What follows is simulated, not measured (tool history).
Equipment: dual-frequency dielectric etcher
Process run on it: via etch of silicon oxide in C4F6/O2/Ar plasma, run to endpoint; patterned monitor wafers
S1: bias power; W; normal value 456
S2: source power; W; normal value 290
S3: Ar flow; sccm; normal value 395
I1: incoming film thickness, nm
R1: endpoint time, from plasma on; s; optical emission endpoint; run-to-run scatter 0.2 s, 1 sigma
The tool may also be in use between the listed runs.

run 1 day=0 | S1=456 S2=290 S3=464 | I1=149.4 | R1=40.2
run 2 day=2.033 | S1=456 S2=290 S3=464 | I1=149.8 | R1=40.3
run 3 day=4.067 | S1=500 S2=290 S3=358 | I1=149 | R1=38.2
run 4 day=7.025 | S1=500 S2=290 S3=358 | I1=148.4 | R1=38
-- day=14.142 wet clean of the chamber
-- day=16.812 Ar flow controller replaced
-- day=17.779 upper electrode replaced
run 5 day=19.267 | S1=500 S2=290 S3=358 | I1=149.3 | R1=38.3
run 6 day=23.754 | S1=456 S2=290 S3=395 | I1=149.2 | R1=39.7
-- day=23.971 bias power generator calibrated
run 7 day=25.417 | S1=456 S2=290 S3=395 | I1=149.5 | R1=39.5
-- day=27.6 source power generator calibrated
run 8 day=28.283 | S1=456 S2=290 S3=395 | I1=149.4 | R1=39.9
run 9 day=30.988 | S1=516 S2=330 S3=442 | I1=148.8 | R1=36.8
-- day=35.354 wet clean of the chamber
run 10 day=35.375 | S1=509 S2=240 S3=324 | I1=149.3 | R1=40.3
run 11 day=36.896 | S1=456 S2=360 S3=395 | I1=149.5 | R1=37.1
run 12 day=38.908 | S1=410 S2=240 S3=335 | I1=149.2 | R1=43.1
run 13 day=42.2 | S1=347 S2=290 S3=367 | I1=148.2 | R1=42.2
run 14 day=45.8 | S1=406 S2=350 S3=456 | I1=147.8 | R1=38.5

Below are 4 alternative next runs, each starting from the tool's condition after run 14. Predict each:
run A day=45.817 | S1=498 S2=290 S3=395 | I1=148.9 | R1=?
run B day=45.817 | S1=359 S2=290 S3=395 | I1=148.9 | R1=?
run C day=45.817 | S1=456 S2=260 S3=395 | I1=148.9 | R1=?
run D day=45.817 | S1=564 S2=290 S3=395 | I1=148.9 | R1=?

run=A R1=38.3
run=B R1=42.1
run=C R1=40.9
run=D R1=36.9
Without the tool's hidden state the same runs would have given:
run=A R1=38.3
run=B R1=42.1
run=C R1=40.9
run=D R1=36.9
